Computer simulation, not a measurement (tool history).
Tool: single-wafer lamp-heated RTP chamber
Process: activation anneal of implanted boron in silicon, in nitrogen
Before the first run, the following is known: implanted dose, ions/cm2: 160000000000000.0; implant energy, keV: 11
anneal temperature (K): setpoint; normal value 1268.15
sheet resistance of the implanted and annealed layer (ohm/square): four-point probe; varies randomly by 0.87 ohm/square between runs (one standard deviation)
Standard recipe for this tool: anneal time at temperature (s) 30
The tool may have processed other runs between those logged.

run   hour  anneal temperature (K)  anneal time at temperature (s)  wafers since the last listed run  wafers since the last pyrometer calibration  wafers since the reflector plate was cleaned  hours since the gauge calibration  read-back reference wafer on the same gauge, sheet resistance  sheet resistance of the implanted and annealed layer (ohm/square)
  1      0                 1268.15                              30                                 0                                          252                                          1484                              462.4                                                         640.92                                                             582.57
  2     22                 1268.15                              30                               400                                          652                                          1884                              484.4                                                         641.25                                                             580.17
  3   49.1                 1268.15                              30                               493                                         1145                                          2377                              511.5                                                         641.34                                                             583.56
  4   79.6                 1261.15                              30                               555                                         1700                                          2932                                542                                                         642.19                                                             585.17
  5   95.1                 1268.15                              38                               282                                         1982                                          3214                              557.5                                                         642.22                                                             581.44
  6  123.9                 1268.15                              38                               524                                         2506                                          3739                              586.3                                                          642.4                                                             583.89
  7  144.6                 1268.15                              43                               376                                         2883                                          4115                                607                                                          642.9                                                             582.28
     171.1  -- pyrometer window cleaned and pyrometer calibrated
  8  172.3                 1268.15                              43                               358                                           21                                          4474                              634.7                                                         643.16                                                             581.07
  9  197.3                 1280.15                              30                               454                                          476                                          4929                              659.7                                                         643.87                                                             583.49
 10  218.7                 1280.15                              30                               389                                          865                                          5318                              681.1                                                         643.49                                                             582.21
 11    235                 1254.15                              30                               296                                         1162                                          5615                              697.4                                                         644.28                                                             589.38
 12  255.7                 1268.15                              30                               376                                         1538                                          5991                              718.1                                                         644.47                                                             584.47
 13    268                 1268.15                              30                               223                                         1762                                          6215                              730.4                                                         644.76                                                              587.3
 14  280.2                 1268.15                              30                               222                                         1984                                          6437                              742.6                                                         644.63                                                             585.06
 15  311.9                 1268.15                              41                               576                                         2561                                          7014                              774.3                                                         645.27                                                             584.04
 16  328.9                 1268.15                              17                               309                                         2871                                          7324                              791.3                                                         645.63                                                             587.16
 17  355.4                 1268.15                              17                               482                                         3353                                          7806                              817.8                                                         645.93                                                             589.92
       364  -- pyrometer window cleaned and pyrometer calibrated
 18  391.3                 1268.15                              30                               507                                          496                                          8314                              853.7                                                         646.89                                                             586.57
 19  407.5                 1239.15                              24                               294                                          791                                          8608                              869.9                                                         646.96                                                             606.46
     432.8  -- gauge calibrated
 20  436.2                 1268.15                              30                               522                                         1313                                          9131                                3.4                                                         636.18                                                             576.01
 21  457.6                 1268.15                              43                               389                                         1702                                          9520                               24.8                                                         636.55                                                             575.54
 22    478                 1268.15                              30                               371                                         2074                                          9891                               45.2                                                         636.81                                                             579.06
 23  510.4                 1268.15                              30                               589                                         2663                                         10481                               77.6                                                         636.45                                                             576.98
 24    535                 1276.15                              37                               447                                         3111                                         10929                              102.2                                                          636.7                                                             575.23
 25  562.5                 1284.15                              45                               500                                         3611                                         11429                              129.7                                                         636.59                                                             572.73
     580.3  -- pyrometer window cleaned and pyrometer calibrated
 26  597.4                 1268.15                              40                               489                                          311                                         11919                              164.6                                                         636.93                                                             576.96
 27  625.1                 1279.15                              22                               504                                          815                                         12423                              192.3                                                         636.86                                                             576.74
       645  -- reflector plate cleaned
 28  654.5                 1276.15                              30                               389                                         1204                                           172                              221.7                                                         636.89                                                             576.81

Estimate the outcome of run 29 from the log above:
 29  669.3                 1285.15                              35                               269                                         1473                                           441                              236.5                                                              ?                                                                  ?

read-back reference wafer on the same gauge, sheet resistance: 636.93
sheet resistance of the implanted and annealed layer (ohm/square): 574.98
Minus the tool's unlogged condition, the same run would have read sheet resistance of the implanted and annealed layer (ohm/square) 575.79.

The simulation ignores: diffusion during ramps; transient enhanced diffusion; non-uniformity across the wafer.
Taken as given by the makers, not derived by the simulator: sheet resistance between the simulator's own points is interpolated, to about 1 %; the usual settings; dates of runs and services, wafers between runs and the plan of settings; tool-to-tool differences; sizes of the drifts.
